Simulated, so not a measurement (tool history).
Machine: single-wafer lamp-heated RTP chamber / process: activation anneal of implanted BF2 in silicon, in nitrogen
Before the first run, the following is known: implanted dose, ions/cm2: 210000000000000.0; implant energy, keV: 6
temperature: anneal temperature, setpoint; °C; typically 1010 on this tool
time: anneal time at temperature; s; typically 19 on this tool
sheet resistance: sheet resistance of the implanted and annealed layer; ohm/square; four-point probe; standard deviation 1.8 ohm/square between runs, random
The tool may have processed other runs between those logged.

| run | hour | temperature | time | read-back reference wafer on the same gauge, sheet resistance | sheet resistance |
|---|---|---|---|---|---|
| 1 | 0.0 | 1010 | 19 | 738.02 | 621.28 |
| 2 | 33.9 | 1010 | 19 | 737.64 | 617.97 |
|  | 97.0 | pyrometer window cleaned and pyrometer calibrated |
| 3 | 98.6 | 1010 | 19 | 738.61 | 630.46 |
|  | 102.3 | gauge calibrated |
|  | 110.9 | reflector plate cleaned |
| 4 | 126.1 | 1010 | 19 | 738.02 | 624.46 |
| 5 | 161.7 | 1010 | 19 | 737.86 | 623.17 |
| 6 | 217.1 | 1010 | 19 | 737.78 | 620.90 |
|  | 277.8 | reflector plate cleaned |
|  | 278.5 | pyrometer window cleaned and pyrometer calibrated |
| 7 | 286.4 | 1010 | 19 | 738.38 | 628.88 |
| 8 | 335.8 | 1010 | 24 | 737.88 | 609.75 |
| 9 | 387.8 | 1033 | 14 | 738.40 | 602.95 |
|  | 443.0 | pyrometer window cleaned and pyrometer calibrated |
|  | 456.0 | reflector plate cleaned |
| 10 | 458.7 | 1038 | 22 | 738.39 | 585.87 |
| 11 | 492.0 | 1010 | 19 | 737.82 | 622.53 |
|  | 515.7 | gauge calibrated |
| 12 | 554.7 | 1010 | 19 | 738.00 | 619.26 |
|  | 623.8 | pyrometer window cleaned and pyrometer calibrated |
|  | 627.9 | reflector plate cleaned |
| 13 | 628.4 | 1010 | 16 | 738.10 | 635.18 |
| 14 | 666.0 | 1021 | 27 | 738.00 | 593.30 |
| 15 | 727.7 | 1010 | 19 | 737.95 | 617.27 |
| 16 | 754.2 | 990 | 19 | 738.02 | 650.21 |
|  | 783.5 | reflector plate cleaned |
|  | 795.5 | pyrometer window cleaned and pyrometer calibrated |
| 17 | 797.7 | 1010 | 25 | 737.74 | 616.42 |

Alternative continuations, all from the tool just after run 17; predict every row:
| A | 798.1 | 1010 | 27 | ? | ? |
| B | 798.1 | 1001 | 8 | ? | ? |
| C | 798.1 | 986 | 13 | ? | ? |

| run | read-back reference wafer on the same gauge, sheet resistance | sheet resistance |
|---|---|---|
| A | 738.03 | 612.56 |
| B | 738.03 | 676.30 |
| C | 738.03 | 686.32 |
Without the tool's hidden state the same runs would have given:
| run | sheet resistance |
|---|---|
| A | 614.18 |
| B | 677.98 |
| C | 688.07 |

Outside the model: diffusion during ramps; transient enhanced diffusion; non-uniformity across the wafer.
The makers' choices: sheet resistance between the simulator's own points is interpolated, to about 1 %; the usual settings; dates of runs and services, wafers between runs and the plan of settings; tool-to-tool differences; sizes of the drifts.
